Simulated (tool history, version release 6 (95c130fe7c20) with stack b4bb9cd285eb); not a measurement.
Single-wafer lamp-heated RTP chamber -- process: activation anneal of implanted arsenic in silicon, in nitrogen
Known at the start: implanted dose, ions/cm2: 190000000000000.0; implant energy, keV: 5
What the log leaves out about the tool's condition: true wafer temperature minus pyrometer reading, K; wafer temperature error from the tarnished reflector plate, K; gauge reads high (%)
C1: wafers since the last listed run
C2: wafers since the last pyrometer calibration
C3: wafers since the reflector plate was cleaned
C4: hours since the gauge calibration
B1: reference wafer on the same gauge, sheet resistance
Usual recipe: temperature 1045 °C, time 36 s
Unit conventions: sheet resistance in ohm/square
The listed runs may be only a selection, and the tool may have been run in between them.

{"run": 1, "day": 0.0, "temperature": 1045, "time": 36, "C1": 0, "C2": 5624, "C3": 2364, "C4": 1853.4, "B1": 395.08, "sheet resistance": 431.1}
{"run": 2, "day": 4.142, "temperature": 1045, "time": 36, "C1": 1274, "C2": 6898, "C3": 3638, "C4": 1952.8, "B1": 394.79, "sheet resistance": 425.66}
{"day": 9.975, "done": "gauge calibrated"}
{"day": 12.642, "done": "pyrometer window cleaned and pyrometer calibrated"}
{"run": 3, "day": 13.488, "temperature": 1045, "time": 36, "C1": 2772, "C2": 260, "C3": 6411, "C4": 84.3, "B1": 395.06, "sheet resistance": 432.24}
{"run": 4, "day": 16.788, "temperature": 1045, "time": 36, "C1": 1015, "C2": 1275, "C3": 7426, "C4": 163.5, "B1": 395.11, "sheet resistance": 431.12}
{"day": 18.662, "done": "reflector plate cleaned"}
{"run": 5, "day": 19.188, "temperature": 1045, "time": 36, "C1": 635, "C2": 1911, "C3": 160, "C4": 221.1, "B1": 394.7, "sheet resistance": 430.58}
{"run": 6, "day": 21.338, "temperature": 1045, "time": 36, "C1": 661, "C2": 2572, "C3": 822, "C4": 272.7, "B1": 395.25, "sheet resistance": 431.1}
{"run": 7, "day": 25.004, "temperature": 1045, "time": 36, "C1": 1127, "C2": 3700, "C3": 1950, "C4": 360.7, "B1": 395.19, "sheet resistance": 429.84}
{"run": 8, "day": 27.975, "temperature": 1045, "time": 22, "C1": 913, "C2": 4614, "C3": 2864, "C4": 432.0, "B1": 394.68, "sheet resistance": 441.87}
{"run": 9, "day": 30.171, "temperature": 1045, "time": 22, "C1": 675, "C2": 5290, "C3": 3539, "C4": 484.7, "B1": 395.29, "sheet resistance": 441.73}
{"run": 10, "day": 34.217, "temperature": 1045, "time": 36, "C1": 1244, "C2": 6534, "C3": 4784, "C4": 581.8, "B1": 394.57, "sheet resistance": 427.48}
{"day": 38.021, "done": "pyrometer window cleaned and pyrometer calibrated"}
{"run": 11, "day": 38.654, "temperature": 1045, "time": 36, "C1": 1262, "C2": 195, "C3": 6046, "C4": 688.3, "B1": 394.67, "sheet resistance": 432.66}
{"run": 12, "day": 40.783, "temperature": 1045, "time": 36, "C1": 654, "C2": 850, "C3": 6701, "C4": 739.4, "B1": 395.13, "sheet resistance": 431.14}
{"run": 13, "day": 44.446, "temperature": 1062, "time": 44, "C1": 1126, "C2": 1976, "C3": 7828, "C4": 827.3, "B1": 395.14, "sheet resistance": 415.49}
{"run": 14, "day": 46.912, "temperature": 1062, "time": 44, "C1": 758, "C2": 2735, "C3": 8586, "C4": 886.5, "B1": 394.96, "sheet resistance": 411.73}
{"day": 51.175, "done": "reflector plate cleaned"}
{"run": 15, "day": 59.192, "temperature": 1062, "time": 44, "C1": 3674, "C2": 6410, "C3": 2466, "C4": 1181.2, "B1": 394.74, "sheet resistance": 412.59}
{"run": 16, "day": 62.162, "temperature": 1045, "time": 36, "C1": 913, "C2": 7324, "C3": 3380, "C4": 1252.5, "B1": 395.36, "sheet resistance": 425.72}
{"day": 64.412, "done": "pyrometer window cleaned and pyrometer calibrated"}
{"run": 17, "day": 64.696, "temperature": 1035, "time": 55, "C1": 676, "C2": 86, "C3": 4057, "C4": 1313.3, "B1": 394.44, "sheet resistance": 427.92}
{"run": 18, "day": 67.967, "temperature": 1045, "time": 52, "C1": 1006, "C2": 1092, "C3": 5063, "C4": 1391.8, "B1": 395.1, "sheet resistance": 422.64}
{"run": 19, "day": 72.067, "temperature": 1036, "time": 22, "C1": 1261, "C2": 2354, "C3": 6324, "C4": 1490.2, "B1": 394.8, "sheet resistance": 451.59}
{"run": 20, "day": 74.688, "temperature": 1029, "time": 20, "C1": 806, "C2": 3160, "C3": 7130, "C4": 1553.1, "B1": 394.88, "sheet resistance": 456.6}
{"run": 21, "day": 78.192, "temperature": 1023, "time": 18, "C1": 1077, "C2": 4238, "C3": 8208, "C4": 1637.2, "B1": 394.78, "sheet resistance": 461.08}
{"day": 81.038, "done": "reflector plate cleaned"}
{"run": 22, "day": 81.058, "temperature": 1045, "time": 36, "C1": 779, "C2": 5017, "C3": 6, "C4": 1706.0, "B1": 394.66, "sheet resistance": 428.91}
{"run": 23, "day": 90.2, "temperature": 1045, "time": 36, "C1": 2812, "C2": 7829, "C3": 2818, "C4": 1925.4, "B1": 395.03, "sheet resistance": 427.35}
{"run": 24, "day": 91.704, "temperature": 1062, "time": 18, "C1": 462, "C2": 8292, "C3": 3281, "C4": 1961.5, "B1": 395.4, "sheet resistance": 431.76}
{"run": 25, "day": 94.525, "temperature": 1045, "time": 24, "C1": 867, "C2": 9160, "C3": 4149, "C4": 2029.2, "B1": 394.82, "sheet resistance": 433.27}
{"day": 97.012, "done": "pyrometer window cleaned and pyrometer calibrated"}
{"run": 26, "day": 97.033, "temperature": 1057, "time": 17, "C1": 669, "C2": 5, "C3": 4818, "C4": 2089.4, "B1": 395.31, "sheet resistance": 443.38}
{"run": 27, "day": 99.258, "temperature": 1045, "time": 53, "C1": 684, "C2": 690, "C3": 5502, "C4": 2142.8, "B1": 395.33, "sheet resistance": 419.65}
{"day": 106.0, "done": "gauge calibrated"}
{"run": 28, "day": 110.379, "temperature": 1045, "time": 36, "C1": 3420, "C2": 4111, "C3": 8923, "C4": 105.1, "B1": 395.1, "sheet resistance": 433.4}
{"day": 113.471, "done": "reflector plate cleaned"}
{"run": 29, "day": 121.471, "temperature": 1027, "time": 25, "C1": 3309, "C2": 7420, "C3": 2460, "C4": 371.3, "B1": 394.87, "sheet resistance": 446.22}
{"run": 30, "day": 123.029, "temperature": 1045, "time": 47, "C1": 479, "C2": 7900, "C3": 2940, "C4": 408.7, "B1": 395.09, "sheet resistance": 418.35}
{"run": 31, "day": 124.921, "temperature": 1045, "time": 36, "C1": 581, "C2": 8481, "C3": 3522, "C4": 454.1, "B1": 395.01, "sheet resistance": 423.72}
{"run": 32, "day": 128.158, "temperature": 1030, "time": 36, "C1": 995, "C2": 9477, "C3": 4518, "C4": 531.8, "B1": 395.31, "sheet resistance": 431.47}
{"day": 129.346, "done": "pyrometer window cleaned and pyrometer calibrated"}
{"run": 33, "day": 131.208, "temperature": 1045, "time": 29, "C1": 835, "C2": 572, "C3": 5353, "C4": 605.0, "B1": 395.27, "sheet resistance": 437.53}
{"run": 34, "day": 134.646, "temperature": 1029, "time": 42, "C1": 1057, "C2": 1630, "C3": 6411, "C4": 687.5, "B1": 394.91, "sheet resistance": 437.12}
{"run": 35, "day": 136.712, "temperature": 1045, "time": 36, "C1": 635, "C2": 2265, "C3": 7047, "C4": 737.1, "B1": 394.73, "sheet resistance": 428.1}

State the hidden condition of the tool at each of the runs:
wafer temperature error from the tarnished reflector plate, K: 0 in every run
gauge reads high (%): 0 in every run
H1: true wafer temperature minus pyrometer reading, K
run=1 H1=5.43
run=2 H1=7.95
run=3 H1=0.8
run=4 H1=1.04
run=5 H1=1.42
run=6 H1=1.9
run=7 H1=3.03
run=8 H1=4.24
run=9 H1=5.3
run=10 H1=7.63
run=11 H1=0.991
run=12 H1=1.1
run=13 H1=1.59
run=14 H1=2.15
run=15 H1=7.57
run=16 H1=9.54
run=17 H1=0.304
run=18 H1=0.488
run=19 H1=1.16
run=20 H1=1.85
run=21 H1=3.09
run=22 H1=4.37
run=23 H1=10.1
run=24 H1=11.2
run=25 H1=13.6
run=26 H1=1.45
run=27 H1=1.52
run=28 H1=4.07
run=29 H1=10.2
run=30 H1=11.4
run=31 H1=12.9
run=32 H1=15.7
run=33 H1=0.225
run=34 H1=0.586
run=35 H1=0.971
